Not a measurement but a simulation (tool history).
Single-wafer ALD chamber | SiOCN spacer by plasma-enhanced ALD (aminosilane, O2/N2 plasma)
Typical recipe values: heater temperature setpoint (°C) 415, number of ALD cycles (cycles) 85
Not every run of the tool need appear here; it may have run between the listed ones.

| run | hour | heater temperature setpoint (°C) | number of ALD cycles (cycles) | wafers since the last listed run | hours since the last thermocouple change | hours since the gauge calibration | read-back reference wafer on the same gauge, thickness_nm | mean film thickness on the monitor wafer (Å) |
|---|---|---|---|---|---|---|---|---|
| 1 | 0.0 | 415 | 85 | 0 | 736.1 | 182.1 | 4.566 | 46.73 |
| 2 | 49.4 | 415 | 85 | 143 | 785.5 | 231.5 | 4.569 | 46.98 |
| 3 | 81.0 | 415 | 85 | 91 | 817.1 | 263.1 | 4.570 | 46.71 |
| 4 | 136.1 | 415 | 85 | 160 | 872.2 | 318.2 | 4.570 | 46.66 |
| 5 | 175.0 | 415 | 85 | 112 | 911.1 | 357.1 | 4.573 | 47.08 |
| 6 | 244.5 | 415 | 72 | 201 | 980.6 | 426.6 | 4.573 | 40.00 |
| 7 | 285.9 | 415 | 85 | 120 | 1022.0 | 468.0 | 4.575 | 46.97 |
| 8 | 352.7 | 415 | 85 | 194 | 1088.8 | 534.8 | 4.574 | 47.16 |
|  | 416.2 | gauge calibrated |
| 9 | 420.0 | 415 | 85 | 195 | 1156.1 | 3.8 | 4.568 | 47.05 |
|  | 434.1 | thermocouple changed; heater temperature recalibrated |
| 10 | 452.1 | 410 | 85 | 69 | 18.0 | 35.9 | 4.572 | 46.74 |
| 11 | 479.4 | 415 | 72 | 79 | 45.3 | 63.2 | 4.569 | 38.96 |
| 12 | 537.9 | 402 | 91 | 169 | 103.8 | 121.7 | 4.571 | 51.70 |
| 13 | 577.0 | 406 | 85 | 113 | 142.9 | 160.8 | 4.571 | 47.64 |
| 14 | 618.1 | 425 | 72 | 119 | 184.0 | 201.9 | 4.569 | 37.51 |
| 15 | 642.5 | 415 | 74 | 70 | 208.4 | 226.3 | 4.568 | 40.27 |
| 16 | 689.9 | 422 | 85 | 137 | 255.8 | 273.7 | 4.569 | 44.95 |
| 17 | 735.1 | 422 | 79 | 131 | 301.0 | 318.9 | 4.569 | 41.91 |

Each row is a separate what-if for the run after 17, all from the same tool condition, not one after another. Results?
| A | 735.7 | 415 | 96 | 1 | 301.6 | 319.5 | ? | ? |
| B | 735.7 | 424 | 85 | 1 | 301.6 | 319.5 | ? | ? |
| C | 735.7 | 424 | 72 | 1 | 301.6 | 319.5 | ? | ? |
| D | 735.7 | 428 | 85 | 1 | 301.6 | 319.5 | ? | ? |

| run | read-back reference wafer on the same gauge, thickness_nm | mean film thickness on the monitor wafer (Å) |
|---|---|---|
| A | 4.573 | 52.28 |
| B | 4.573 | 44.80 |
| C | 4.573 | 37.95 |
| D | 4.573 | 44.14 |
Had the tool no hidden state, the same runs would have come out as:
| run | mean film thickness on the monitor wafer (Å) |
|---|---|
| A | 52.20 |
| B | 44.73 |
| C | 37.89 |
| D | 44.07 |

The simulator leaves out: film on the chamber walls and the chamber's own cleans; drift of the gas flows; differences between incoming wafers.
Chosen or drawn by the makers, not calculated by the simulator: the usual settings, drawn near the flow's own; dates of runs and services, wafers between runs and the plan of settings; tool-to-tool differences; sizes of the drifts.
